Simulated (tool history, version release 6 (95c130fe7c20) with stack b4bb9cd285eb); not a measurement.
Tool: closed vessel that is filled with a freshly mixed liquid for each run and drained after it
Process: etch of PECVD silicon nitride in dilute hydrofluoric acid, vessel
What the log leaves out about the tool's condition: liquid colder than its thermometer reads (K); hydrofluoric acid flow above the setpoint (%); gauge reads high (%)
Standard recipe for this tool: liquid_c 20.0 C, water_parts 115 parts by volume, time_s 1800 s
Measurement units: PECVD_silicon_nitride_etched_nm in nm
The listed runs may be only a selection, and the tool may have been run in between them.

run   hour  liquid_c  water_parts  time_s  wafers since the last listed run  hours since the thermometer was replaced  hours since the hydrofluoric acid flow meter was replaced  hours since the gauge calibration  read-back film thickness of the PECVD silicon nitride reference wafer, read on the same gauge (nm)  PECVD_silicon_nitride_etched_nm
  1    0.0      20.0          115    1800                                 0                                    1716.4                                                      729.8                               93.3                                                                                               39.95                            29.45
  2   68.9      20.0          115    1800                              2019                                    1785.3                                                      798.7                              162.2                                                                                               39.87                            29.45
  3  122.6      20.0          115    1800                              1573                                    1839.0                                                      852.4                              215.9                                                                                               39.86                            29.70
  4  173.9      20.0          115    1800                              1503                                    1890.3                                                      903.7                              267.2                                                                                               39.77                            29.39
  5  228.4      20.0          115    1800                              1597                                    1944.8                                                      958.2                              321.7                                                                                               39.70                            29.58
  6  258.7      20.0           90    1800                               887                                    1975.1                                                      988.5                              352.0                                                                                               39.64                            37.20
  7  317.1      20.0           90    1800                              1711                                    2033.5                                                     1046.9                              410.4                                                                                               39.52                            37.09
     342.4  -- hydrofluoric acid flow meter replaced
  8  385.4      21.0          115    1800                              1972                                    2101.8                                                       43.0                              478.7                                                                                               39.36                            31.02
  9  428.9      20.0          115    1800                              1274                                    2145.3                                                       86.5                              522.2                                                                                               39.25                            29.18
 10  455.5      20.0          115    1800                               779                                    2171.9                                                      113.1                              548.8                                                                                               39.17                            29.16
     464.4  -- gauge calibrated
 11  511.4      20.0          115    1800                              1638                                    2227.8                                                      169.0                               47.0                                                                                               39.77                            29.67
 12  536.8      20.0          115    1800                               744                                    2253.2                                                      194.4                               72.4                                                                                               39.78                            29.38
 13  574.5      24.0          115    1800                              1104                                    2290.9                                                      232.1                              110.1                                                                                               39.76                            38.13
 14  613.5      17.0          130    1325                              1142                                    2329.9                                                      271.1                              149.1                                                                                               39.71                            15.58
 15  682.3      21.0          115    1800                              2016                                    2398.7                                                      339.9                              217.9                                                                                               39.66                            31.65
     709.0  -- thermometer replaced
 16  727.3      23.0          140    2695                              1289                                      18.3                                                      384.9                              262.9                                                                                               39.60                            44.60
 17  763.7      20.0          155    1100                              1066                                      54.7                                                      421.3                              299.3                                                                                               39.54                            13.39
 18  798.9      17.0           80    1800                              1031                                      89.9                                                      456.5                              334.5                                                                                               39.50                            33.90
 19  836.1      20.0          115    1800                              1090                                     127.1                                                      493.7                              371.7                                                                                               39.43                            29.51
 20  888.2      20.0          115    1165                              1526                                     179.2                                                      545.8                              423.8                                                                                               39.35                            18.88

5 ways to go on from here, each from the tool as it stands after run 20. What would each give?
  A  889.4      20.0          115    1800                                35                                     180.4                                                      547.0                              425.0                                                                                                   ?                                ?
  B  889.4      18.5          170    2775                                35                                     180.4                                                      547.0                              425.0                                                                                                   ?                                ?
  C  889.4      17.5          155    1800                                35                                     180.4                                                      547.0                              425.0                                                                                                   ?                                ?
  D  889.4      20.0          115     910                                35                                     180.4                                                      547.0                              425.0                                                                                                   ?                                ?
  E  889.4      20.0          115    2480                                35                                     180.4                                                      547.0                              425.0                                                                                                   ?                                ?

run  read-back film thickness of the PECVD silicon nitride reference wafer, read on the same gauge (nm)  PECVD_silicon_nitride_etched_nm
  A                                                                                               39.31                            29.14
  B                                                                                               39.31                            27.77
  C                                                                                               39.31                            18.40
  D                                                                                               39.31                            14.73
  E                                                                                               39.31                            40.14
Without the tool's unlogged condition, the same runs would have read:
run  PECVD_silicon_nitride_etched_nm
  A                            29.64
  B                            28.25
  C                            18.72
  D                            14.98
  E                            40.84

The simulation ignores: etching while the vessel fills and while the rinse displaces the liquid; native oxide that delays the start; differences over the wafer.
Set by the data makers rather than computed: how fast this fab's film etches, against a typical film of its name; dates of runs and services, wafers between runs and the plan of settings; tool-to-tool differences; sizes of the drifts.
